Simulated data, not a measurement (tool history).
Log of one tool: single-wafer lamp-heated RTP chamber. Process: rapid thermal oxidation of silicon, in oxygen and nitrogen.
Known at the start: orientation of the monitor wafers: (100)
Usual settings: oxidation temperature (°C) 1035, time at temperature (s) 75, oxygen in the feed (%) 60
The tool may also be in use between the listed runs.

run    hour  oxidation temperature (°C)  time at temperature (s)  oxygen in the feed (%)  wafers since the last listed run  wafers since the last pyrometer calibration  hours since the oxygen flow controller was replaced  hours since the gauge calibration  read-back reference wafer on the same gauge, thickness  oxide thickness on the monitor wafer (Å)
  1     0.0                        1035                       75                      60                                 0                                         5369                                               2762.8                              753.1                                                   9.374                                     81.37
  2    50.8                        1035                       75                      60                               422                                         5791                                               2813.6                              803.9                                                   9.373                                     81.56
  3    75.3                        1035                       88                      60                               203                                         5995                                               2838.1                              828.4                                                   9.377                                     87.73
  4   134.0                        1035                       88                      60                               488                                         6483                                               2896.8                              887.1                                                   9.386                                     87.40
  5   346.3                        1035                       88                      60                              1765                                         8249                                               3109.1                             1099.4                                                   9.381                                     87.92
  6   391.7                        1035                       75                      47                               377                                         8627                                               3154.5                             1144.8                                                   9.387                                     75.53
      396.8  -- gauge calibrated
      418.3  -- pyrometer window cleaned and pyrometer calibrated
  7   419.7                        1035                       75                      47                               166                                           12                                               3182.5                               22.9                                                   9.377                                     72.93
  8   475.0                        1035                       75                      47                               459                                          471                                               3237.8                               78.2                                                   9.378                                     73.61
  9   529.3                        1014                       93                      60                               451                                          923                                               3292.1                              132.5                                                   9.390                                     76.26
 10   580.6                        1014                       93                      60                               426                                         1350                                               3343.4                              183.8                                                   9.371                                     76.49
 11   617.0                        1035                       75                      75                               302                                         1653                                               3379.8                              220.2                                                   9.373                                     87.52
 12   650.7                        1035                       75                      60                               280                                         1933                                               3413.5                              253.9                                                   9.384                                     80.41
 13   703.5                        1035                       75                      74                               439                                         2372                                               3466.3                              306.7                                                   9.382                                     86.93
      734.7  -- oxygen flow controller replaced
 14   748.5                        1035                       75                      60                               307                                         2680                                                 13.8                              351.7                                                   9.371                                     80.97
 15   823.1                        1056                       92                      45                               620                                         3300                                                 88.4                              426.3                                                   9.379                                     92.38
 16   873.9                        1035                       75                      60                               422                                         3723                                                139.2                              477.1                                                   9.369                                     81.11
 17   907.9                        1015                      101                      90                               282                                         4006                                                173.2                              511.1                                                   9.383                                     93.12
 18   977.2                        1054                      104                      34                               576                                         4582                                                242.5                              580.4                                                   9.377                                     87.93
 19  1003.3                        1020                      106                      60                               217                                         4799                                                268.6                              606.5                                                   9.385                                     85.74
 20  1049.8                        1035                       65                      83                               386                                         5186                                                315.1                              653.0                                                   9.376                                     86.03
 21  1109.2                        1025                       75                      60                               494                                         5680                                                374.5                              712.4                                                   9.387                                     76.43
 22  1134.6                        1035                       56                      60                               211                                         5892                                                399.9                              737.8                                                   9.371                                     71.83
 23  1193.7                        1035                       75                      60                               491                                         6383                                                459.0                              796.9                                                   9.380                                     81.80
     1255.4  -- pyrometer window cleaned and pyrometer calibrated
 24  1265.5                        1035                       75                      60                               530                                           83                                                530.8                              868.7                                                   9.385                                     79.34
 25  1300.6                        1056                       92                      45                               291                                          375                                                565.9                              903.8                                                   9.381                                     91.38

Hidden state or all else? Some run-to-run changes of oxide thickness on the monitor wafer (Å), split into what the settings, what came in and random variation would give without the hidden state, and what is left for the hidden state (with any gauge scatter that isn't in both results):
The hidden state here: true wafer temperature minus pyrometer reading, K; deviation of the oxygen flow from its setpoint, %; gauge reads high (%).
Run 5 -> 6: time at temperature (s) 88 -> 75, oxygen in the feed (%) 60 -> 47. oxide thickness on the monitor wafer (Å) -12.39: hidden state -0.33, all else -12.06.
Run 6 -> 7: gauge calibrated, pyrometer window cleaned and pyrometer calibrated. oxide thickness on the monitor wafer (Å) -2.60: hidden state -2.32, all else -0.28.
Run 23 -> 24: pyrometer window cleaned and pyrometer calibrated. oxide thickness on the monitor wafer (Å) -2.46: hidden state -2.16, all else -0.30.
Run 24 -> 25: oxidation temperature (°C) 1035 -> 1056, time at temperature (s) 75 -> 92, oxygen in the feed (%) 60 -> 45. oxide thickness on the monitor wafer (Å) +12.04: hidden state +0.13, all else +11.91.
